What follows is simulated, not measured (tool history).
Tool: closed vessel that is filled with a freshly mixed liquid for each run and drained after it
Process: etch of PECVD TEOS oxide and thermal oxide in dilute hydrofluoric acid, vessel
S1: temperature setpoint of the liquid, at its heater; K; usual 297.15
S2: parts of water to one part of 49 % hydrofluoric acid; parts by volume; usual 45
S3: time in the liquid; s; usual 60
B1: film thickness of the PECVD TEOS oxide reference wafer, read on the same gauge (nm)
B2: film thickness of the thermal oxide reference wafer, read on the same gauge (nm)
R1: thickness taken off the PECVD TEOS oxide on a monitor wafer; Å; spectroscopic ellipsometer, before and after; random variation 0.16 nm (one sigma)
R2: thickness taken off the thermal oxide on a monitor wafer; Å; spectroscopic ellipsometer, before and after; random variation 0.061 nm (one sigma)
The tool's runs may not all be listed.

Run 1, hour 0: usual settings but S3 40 s; B1 111.38; B2 131.65. Result: R1 152.1 Å, R2 46.3 Å.
Run 2, hour 63.8: usual settings but S3 40 s; B1 111.66; B2 131.89. Result: R1 150 Å, R2 46.4 Å.
Run 3, hour 123.2: usual settings but S3 40 s; B1 111.81; B2 132.17. Result: R1 151.5 Å, R2 45.7 Å.
Run 4, hour 153.3: usual settings but S2 50 parts by volume, S3 35 s; B1 112; B2 132.36. Result: R1 120.2 Å, R2 36.5 Å.
Run 5, hour 200.3: usual settings; B1 112.22; B2 132.62. Result: R1 226.4 Å, R2 69.3 Å.
Run 6, hour 229.3: usual settings; B1 112.28; B2 132.72. Result: R1 231.1 Å, R2 69.1 Å.
Run 7, hour 292.6: usual settings; B1 112.64; B2 133.12. Result: R1 229.9 Å, R2 70.7 Å.
Run 8, hour 317.3: usual settings; B1 112.75; B2 133.3. Result: R1 229.9 Å, R2 69.1 Å.
At hour 337.9: hydrofluoric acid flow meter replaced.
Run 9, hour 344.7: usual settings but S2 35 parts by volume; B1 112.93; B2 133.48. Result: R1 297.2 Å, R2 91.7 Å.
Run 10, hour 385.4: usual settings; B1 113.15; B2 133.7. Result: R1 231 Å, R2 70.5 Å.
Run 11, hour 424.3: usual settings; B1 113.4; B2 134.02. Result: R1 231.8 Å, R2 70.2 Å.
Run 12, hour 472.4: usual settings; B1 113.71; B2 134.32. Result: R1 231.9 Å, R2 70.4 Å.
Run 13, hour 496.7: usual settings but S1 300.65 K, S2 55 parts by volume; B1 113.82; B2 134.57. Result: R1 216.8 Å, R2 65.1 Å.
Run 14, hour 548.6: usual settings; B1 114.19; B2 134.93. Result: R1 229 Å, R2 70.8 Å.
At hour 658.2: thermometer replaced.
Run 15, hour 740.4: usual settings but S2 30 parts by volume, S3 75 s; B1 115.62; B2 136.64. Result: R1 455.3 Å, R2 138.7 Å.
Run 16, hour 779.2: usual settings but S1 299.15 K, S2 35 parts by volume, S3 30 s; B1 115.99; B2 137.01. Result: R1 170 Å, R2 51.1 Å.
Run 17, hour 812.7: usual settings; B1 116.23; B2 137.38. Result: R1 241.7 Å, R2 72 Å.
Run 18, hour 842.4: usual settings but S3 70 s; B1 116.45; B2 137.67. Result: R1 277.9 Å, R2 84 Å.
At hour 861.7: gauge calibrated.
Run 19, hour 903.7: usual settings but S1 294.15 K, S3 45 s; B1 111.29; B2 131.48. Result: R1 149.1 Å, R2 45.9 Å.
Run 20, hour 968.2: usual settings but S2 60 parts by volume; B1 111.34; B2 131.52. Result: R1 168 Å, R2 50.9 Å.
Run 21, hour 997.9: usual settings but S2 35 parts by volume, S3 80 s; B1 111.36; B2 131.56. Result: R1 390 Å, R2 121 Å.
Run 22, hour 1044.1: usual settings but S1 293.65 K, S2 35 parts by volume, S3 30 s; B1 111.4; B2 131.63. Result: R1 126.7 Å, R2 39.3 Å.
Run 23, hour 1095: usual settings but S2 50 parts by volume, S3 90 s; B1 111.42; B2 131.73. Result: R1 304 Å, R2 91.8 Å.
Run 24, hour 1139.1: usual settings but S3 90 s; B1 111.51; B2 131.79. Result: R1 342.6 Å, R2 103.9 Å.
Run 25, hour 1178.6: usual settings but S2 35 parts by volume, S3 85 s; B1 111.57; B2 131.89. Result: R1 420.1 Å, R2 126.5 Å.

Forecast each of these 5 alternatives for the next run:
Run A, hour 1179.3: usual settings; B1 ?; B2 ?. Result: R1 ?, R2 ?.
Run B, hour 1179.3: usual settings but S1 302.15 K, S2 60 parts by volume, S3 90 s; B1 ?; B2 ?. Result: R1 ?, R2 ?.
Run C, hour 1179.3: usual settings but S2 50 parts by volume; B1 ?; B2 ?. Result: R1 ?, R2 ?.
Run D, hour 1179.3: usual settings but S1 294.65 K, S2 50 parts by volume, S3 50 s; B1 ?; B2 ?. Result: R1 ?, R2 ?.
Run E, hour 1179.3: usual settings but S1 295.65 K; B1 ?; B2 ?. Result: R1 ?, R2 ?.

run      B1      B2     R1    R2
  A  111.61  131.86  228.6  69.2
  B  111.61  131.86    308  93.2
  C  111.61  131.86  204.4  61.9
  D  111.61  131.86  153.5  46.5
  E  111.61  131.86  214.8    65
Without the tool's hidden state the same runs would have given:
run     R1    R2
  A  225.4  68.2
  B  303.6  91.9
  C  201.5    61
  D  151.3  45.8
  E  211.7  64.1
